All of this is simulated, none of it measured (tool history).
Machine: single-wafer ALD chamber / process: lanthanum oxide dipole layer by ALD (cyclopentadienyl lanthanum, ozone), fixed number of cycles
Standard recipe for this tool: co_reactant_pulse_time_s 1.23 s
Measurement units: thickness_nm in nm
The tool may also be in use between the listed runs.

run,day,co_reactant_pulse_time_s,wafers since the last listed run,hours since the last thermocouple change,hours since the last ozone generator service,hours since the showerhead was replaced,hours since the gauge calibration,"read-back reference wafer on the same gauge, thickness_nm",thickness_nm
1,0.000,1.62,0,685.1,450.6,3055.2,94.5,0.575,0.603
2,0.375,0.94,169,694.1,459.6,3064.2,103.5,0.575,0.514
3,0.900,0.94,237,706.7,472.2,3076.8,116.1,0.575,0.513
4,1.308,1.23,184,716.5,482.0,3086.6,125.9,0.575,0.568
5,1.971,1.23,299,732.4,497.9,3102.5,141.8,0.575,0.571
6,2.696,1.23,327,749.8,515.3,3119.9,159.2,0.575,0.571
# day 3.212: showerhead replaced
7,3.242,1.23,95,762.9,528.4,0.7,172.3,0.575,0.569
# day 3.925: ozone generator serviced
8,3.946,1.23,167,779.8,0.5,17.6,189.2,0.574,0.571
9,4.200,0.99,114,785.9,6.6,23.7,195.3,0.575,0.526
10,4.650,1.23,203,796.7,17.4,34.5,206.1,0.575,0.569
# day 4.808: gauge calibrated
11,4.917,1.67,120,803.1,23.8,40.9,2.6,0.575,0.605
# day 5.621: thermocouple changed; heater temperature recalibrated
12,5.642,1.38,176,0.5,41.2,58.3,20.0,0.575,0.587
13,5.929,0.89,129,7.4,48.1,65.2,26.9,0.575,0.498
14,6.404,1.23,214,18.8,59.5,76.6,38.3,0.576,0.571
15,6.838,0.86,195,29.2,69.9,87.0,48.7,0.575,0.491
16,7.117,0.75,126,35.9,76.6,93.7,55.4,0.575,0.450
17,7.658,0.81,244,48.9,89.6,106.7,68.4,0.575,0.474

Here are 5 independent what-if runs from the current tool condition. What would each one return?
A,7.675,0.90,7,49.3,90.0,107.1,68.8,?,?
B,7.675,1.50,7,49.3,90.0,107.1,68.8,?,?
C,7.675,1.41,7,49.3,90.0,107.1,68.8,?,?
D,7.675,0.97,7,49.3,90.0,107.1,68.8,?,?
E,7.675,1.07,7,49.3,90.0,107.1,68.8,?,?

run,"read-back reference wafer on the same gauge, thickness_nm",thickness_nm
A,0.575,0.503
B,0.575,0.595
C,0.575,0.588
D,0.575,0.522
E,0.575,0.544
With the hidden condition removed and each run's random variation left untouched, the same runs would have given:
run,thickness_nm
A,0.503
B,0.595
C,0.588
D,0.522
E,0.544
